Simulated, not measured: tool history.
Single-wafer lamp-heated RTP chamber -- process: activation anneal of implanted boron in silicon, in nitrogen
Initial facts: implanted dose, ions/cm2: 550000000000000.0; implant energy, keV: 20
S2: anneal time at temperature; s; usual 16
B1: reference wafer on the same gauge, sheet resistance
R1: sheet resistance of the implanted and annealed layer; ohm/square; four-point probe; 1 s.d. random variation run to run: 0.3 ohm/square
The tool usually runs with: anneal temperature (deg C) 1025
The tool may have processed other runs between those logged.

{"run": 1, "hour": 0.0, "anneal temperature (deg C)": 1048, "S2": 16, "B1": 167.15, "R1": 194.82}
{"run": 2, "hour": 13.8, "anneal temperature (deg C)": 1048, "S2": 16, "B1": 167.26, "R1": 195.23}
{"run": 3, "hour": 20.3, "anneal temperature (deg C)": 1048, "S2": 16, "B1": 167.29, "R1": 195.54}
{"run": 4, "hour": 30.4, "anneal temperature (deg C)": 1025, "S2": 8, "B1": 167.31, "R1": 198.96}
{"run": 5, "hour": 40.8, "anneal temperature (deg C)": 1025, "S2": 8, "B1": 167.46, "R1": 198.8}
{"run": 6, "hour": 57.9, "anneal temperature (deg C)": 1025, "S2": 8, "B1": 167.62, "R1": 198.61}
{"run": 7, "hour": 71.4, "anneal temperature (deg C)": 1025, "S2": 16, "B1": 167.65, "R1": 197.68}
{"run": 8, "hour": 78.4, "anneal temperature (deg C)": 1025, "S2": 16, "B1": 167.75, "R1": 197.78}
{"hour": 99.1, "done": "reflector plate cleaned"}
{"run": 9, "hour": 99.6, "anneal temperature (deg C)": 1025, "S2": 16, "B1": 167.83, "R1": 197.35}
{"run": 10, "hour": 103.8, "anneal temperature (deg C)": 1025, "S2": 16, "B1": 167.88, "R1": 198.07}
{"run": 11, "hour": 116.4, "anneal temperature (deg C)": 1025, "S2": 20, "B1": 167.96, "R1": 197.63}
{"hour": 116.8, "done": "gauge calibrated"}
{"run": 12, "hour": 145.1, "anneal temperature (deg C)": 1025, "S2": 16, "B1": 167.2, "R1": 196.57}
{"run": 13, "hour": 154.6, "anneal temperature (deg C)": 1048, "S2": 16, "B1": 167.29, "R1": 195.14}
{"run": 14, "hour": 161.2, "anneal temperature (deg C)": 1025, "S2": 20, "B1": 167.28, "R1": 196.5}
{"run": 15, "hour": 173.4, "anneal temperature (deg C)": 1033, "S2": 22, "B1": 167.31, "R1": 195.69}
{"run": 16, "hour": 179.5, "anneal temperature (deg C)": 1025, "S2": 16, "B1": 167.41, "R1": 197.85}
{"run": 17, "hour": 187.4, "anneal temperature (deg C)": 1047, "S2": 7, "B1": 167.53, "R1": 197.18}
{"run": 18, "hour": 195.6, "anneal temperature (deg C)": 998, "S2": 20, "B1": 167.54, "R1": 202.02}
{"hour": 217.3, "done": "pyrometer window cleaned and pyrometer calibrated"}
{"run": 19, "hour": 217.8, "anneal temperature (deg C)": 1012, "S2": 25, "B1": 167.67, "R1": 198.28}
{"run": 20, "hour": 218.1, "anneal temperature (deg C)": 1048, "S2": 16, "B1": 167.71, "R1": 195.81}
{"run": 21, "hour": 233.5, "anneal temperature (deg C)": 1007, "S2": 10, "B1": 167.78, "R1": 201.9}
{"run": 22, "hour": 250.8, "anneal temperature (deg C)": 1050, "S2": 13, "B1": 167.89, "R1": 196.0}
{"run": 23, "hour": 264.5, "anneal temperature (deg C)": 1004, "S2": 9, "B1": 167.99, "R1": 203.6}
{"hour": 267.0, "done": "gauge calibrated"}
{"run": 24, "hour": 271.1, "anneal temperature (deg C)": 1016, "S2": 16, "B1": 167.19, "R1": 198.17}
{"run": 25, "hour": 282.5, "anneal temperature (deg C)": 1025, "S2": 16, "B1": 167.26, "R1": 196.83}

Measured result minus the same run's result without the hidden state. Both carry the same run-to-run variation, though not necessarily the same gauge scatter:
Hidden conditions of the tool in this case: true wafer temperature minus pyrometer reading, K; wafer temperature error from the tarnished reflector plate, K; gauge reads high (%).
run=1 R1=+0.19
run=2 R1=+0.30
run=3 R1=+0.35
run=4 R1=+0.44
run=5 R1=+0.52
run=6 R1=+0.66
run=7 R1=+0.76
run=8 R1=+0.81
run=9 R1=+0.97
run=10 R1=+1.01
run=11 R1=+1.11
run=12 R1=+0.24
run=13 R1=+0.31
run=14 R1=+0.37
run=15 R1=+0.46
run=16 R1=+0.52
run=17 R1=+0.57
run=18 R1=+0.65
run=19 R1=+0.81
run=20 R1=+0.81
run=21 R1=+0.95
run=22 R1=+1.06
run=23 R1=+1.21
run=24 R1=+0.23
run=25 R1=+0.32

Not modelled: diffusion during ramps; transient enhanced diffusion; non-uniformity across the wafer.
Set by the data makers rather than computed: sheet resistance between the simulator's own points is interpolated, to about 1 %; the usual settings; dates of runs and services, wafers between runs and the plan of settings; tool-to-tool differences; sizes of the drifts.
